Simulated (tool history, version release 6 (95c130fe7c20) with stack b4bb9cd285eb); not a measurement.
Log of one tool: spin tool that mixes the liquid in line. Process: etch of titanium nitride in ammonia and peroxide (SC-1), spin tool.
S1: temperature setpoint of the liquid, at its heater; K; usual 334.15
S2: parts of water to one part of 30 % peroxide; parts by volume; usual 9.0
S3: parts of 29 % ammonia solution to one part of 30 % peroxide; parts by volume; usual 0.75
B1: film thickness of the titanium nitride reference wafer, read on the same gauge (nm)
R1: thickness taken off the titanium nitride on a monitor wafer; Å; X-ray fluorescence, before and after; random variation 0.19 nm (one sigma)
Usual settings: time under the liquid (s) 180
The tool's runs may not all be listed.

{"run": 1, "hour": 0.0, "S1": 328.65, "S2": 11.0, "S3": 1.1, "time under the liquid (s)": 225, "B1": 40.01, "R1": 172.5}
{"hour": 41.4, "done": "thermometer replaced"}
{"run": 2, "hour": 41.9, "S1": 334.15, "S2": 9.0, "S3": 0.75, "time under the liquid (s)": 180, "B1": 40.01, "R1": 222.7}
{"run": 3, "hour": 86.2, "S1": 337.65, "S2": 5.0, "S3": 1.15, "time under the liquid (s)": 85, "B1": 40.01, "R1": 178.3}
{"run": 4, "hour": 122.1, "S1": 334.15, "S2": 11.5, "S3": 0.75, "time under the liquid (s)": 180, "B1": 40.01, "R1": 193.6}
{"run": 5, "hour": 181.9, "S1": 324.65, "S2": 5.0, "S3": 0.35, "time under the liquid (s)": 70, "B1": 40.0, "R1": 53.8}
{"run": 6, "hour": 230.9, "S1": 334.15, "S2": 9.0, "S3": 0.75, "time under the liquid (s)": 210, "B1": 40.02, "R1": 256.5}
{"run": 7, "hour": 262.3, "S1": 338.15, "S2": 9.0, "S3": 0.75, "time under the liquid (s)": 140, "B1": 40.0, "R1": 219.0}
{"hour": 266.5, "done": "gauge calibrated"}
{"run": 8, "hour": 305.4, "S1": 334.15, "S2": 5.0, "S3": 0.75, "time under the liquid (s)": 180, "B1": 40.01, "R1": 293.2}
{"run": 9, "hour": 358.4, "S1": 334.15, "S2": 13.0, "S3": 0.75, "time under the liquid (s)": 180, "B1": 40.02, "R1": 179.3}
{"hour": 473.0, "done": "new drum of ammonia solution connected"}
{"run": 10, "hour": 524.2, "S1": 328.65, "S2": 11.0, "S3": 1.1, "time under the liquid (s)": 225, "B1": 40.02, "R1": 180.1}
{"hour": 550.4, "done": "ammonia flow meter replaced"}
{"run": 11, "hour": 585.5, "S1": 338.15, "S2": 9.0, "S3": 0.75, "time under the liquid (s)": 290, "B1": 39.97, "R1": 448.9}
{"run": 12, "hour": 615.4, "S1": 341.65, "S2": 12.0, "S3": 0.45, "time under the liquid (s)": 210, "B1": 39.99, "R1": 323.4}
{"hour": 671.3, "done": "heated supply line repaired"}
{"run": 13, "hour": 673.3, "S1": 341.65, "S2": 5.0, "S3": 0.75, "time under the liquid (s)": 275, "B1": 39.99, "R1": 697.3}
{"run": 14, "hour": 727.5, "S1": 331.15, "S2": 9.0, "S3": 0.75, "time under the liquid (s)": 135, "B1": 40.0, "R1": 132.6}
{"run": 15, "hour": 763.0, "S1": 334.15, "S2": 9.0, "S3": 0.75, "time under the liquid (s)": 180, "B1": 40.0, "R1": 214.5}
{"run": 16, "hour": 824.3, "S1": 334.15, "S2": 12.0, "S3": 0.45, "time under the liquid (s)": 180, "B1": 40.02, "R1": 169.8}
{"run": 17, "hour": 893.0, "S1": 334.15, "S2": 9.0, "S3": 0.75, "time under the liquid (s)": 180, "B1": 39.98, "R1": 217.1}
{"run": 18, "hour": 932.9, "S1": 334.15, "S2": 10.5, "S3": 0.75, "time under the liquid (s)": 150, "B1": 39.99, "R1": 169.5}
{"hour": 936.5, "done": "new drum of ammonia solution connected"}
{"run": 19, "hour": 984.6, "S1": 334.15, "S2": 6.0, "S3": 0.75, "time under the liquid (s)": 180, "B1": 39.99, "R1": 260.9}
{"run": 20, "hour": 1019.1, "S1": 325.65, "S2": 10.5, "S3": 0.75, "time under the liquid (s)": 180, "B1": 39.99, "R1": 110.7}
{"run": 21, "hour": 1086.1, "S1": 334.15, "S2": 9.0, "S3": 0.75, "time under the liquid (s)": 180, "B1": 40.01, "R1": 216.5}
{"run": 22, "hour": 1134.6, "S1": 334.15, "S2": 12.0, "S3": 0.85, "time under the liquid (s)": 180, "B1": 39.98, "R1": 186.7}
{"run": 23, "hour": 1196.6, "S1": 334.15, "S2": 9.0, "S3": 0.75, "time under the liquid (s)": 180, "B1": 39.99, "R1": 212.4}

The tool's hidden state at each run:
ammonia flow below the setpoint (%): 0 in every run
temperature lost on the way to the wafer (K): 0 in every run
ammonia solution weaker than its label (%): 0 in every run
gauge reads high (%): 0 in every run
H1: liquid colder than its thermometer reads (K)
run=1 H1=1.08
run=2 H1=0.118
run=3 H1=0.137
run=4 H1=0.153
run=5 H1=0.178
run=6 H1=0.199
run=7 H1=0.213
run=8 H1=0.231
run=9 H1=0.254
run=10 H1=0.324
run=11 H1=0.351
run=12 H1=0.363
run=13 H1=0.388
run=14 H1=0.411
run=15 H1=0.426
run=16 H1=0.453
run=17 H1=0.482
run=18 H1=0.499
run=19 H1=0.521
run=20 H1=0.536
run=21 H1=0.564
run=22 H1=0.585
run=23 H1=0.611
